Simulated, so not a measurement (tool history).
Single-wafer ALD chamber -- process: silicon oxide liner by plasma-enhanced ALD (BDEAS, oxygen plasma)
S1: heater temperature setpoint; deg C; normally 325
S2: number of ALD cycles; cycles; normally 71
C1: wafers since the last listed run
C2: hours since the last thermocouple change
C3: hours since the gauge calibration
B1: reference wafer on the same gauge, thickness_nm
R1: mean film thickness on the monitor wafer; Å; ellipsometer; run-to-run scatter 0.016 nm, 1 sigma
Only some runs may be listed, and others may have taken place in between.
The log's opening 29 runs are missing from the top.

run    hour   S1  S2   C1      C2      C3     B1     R1
 30    1509  333  57  420  1556.5   661.5  5.051  50.06
 31  1557.6  325  71  337  1605.1   710.1  5.052  62.74
 32  1627.4  313  61  485  1674.9   779.9  5.043  54.65
 33  1691.7  325  71  447  1739.2   844.2  5.052   62.6
       1730  -- thermocouple changed; heater temperature recalibrated
 34  1730.5  310  71  214     0.5     883  5.055  63.65
 35  1793.5  329  63  438    63.5     946   5.05  55.34
 36  1858.4  325  71  451   128.4  1010.9  5.044   62.9
 37  1890.8  329  66  225   160.8  1043.3  5.054  57.81
 38  1942.8  334  65  361   212.8  1095.3  5.051  56.76
 39  2005.5  330  60  435   275.5    1158  5.053  52.52
 40  2037.9  332  76  225   307.9  1190.4  5.052  66.36
 41    2077  336  67  271     347  1229.5  5.051  58.37
 42  2131.3  325  71  377   401.3  1283.8  5.049  62.76
 43  2169.5  335  81  265   439.5    1322  5.048  70.53
 44  2198.6  325  71  202   468.6  1351.1  5.044  62.52
 45  2224.8  325  77  182   494.8  1377.3  5.051  68.46
 46  2259.3  315  61  239   529.3  1411.8  5.049   54.7
 47  2300.1  330  67  283   570.1  1452.6  5.058  58.84

Branching from run 47: 3 alternative next runs. What would each branch give?
  A  2300.6  325  71   3  570.6  1453.1   ?   ?
  B  2300.6  338  85   3  570.6  1453.1   ?   ?
  C  2300.6  320  76   3  570.6  1453.1   ?   ?

run     B1     R1
  A  5.051  62.78
  B  5.051  73.91
  C  5.051  67.63
Without the tool's hidden state the same runs would have given:
run     R1
  A  62.78
  B  73.91
  C  67.63
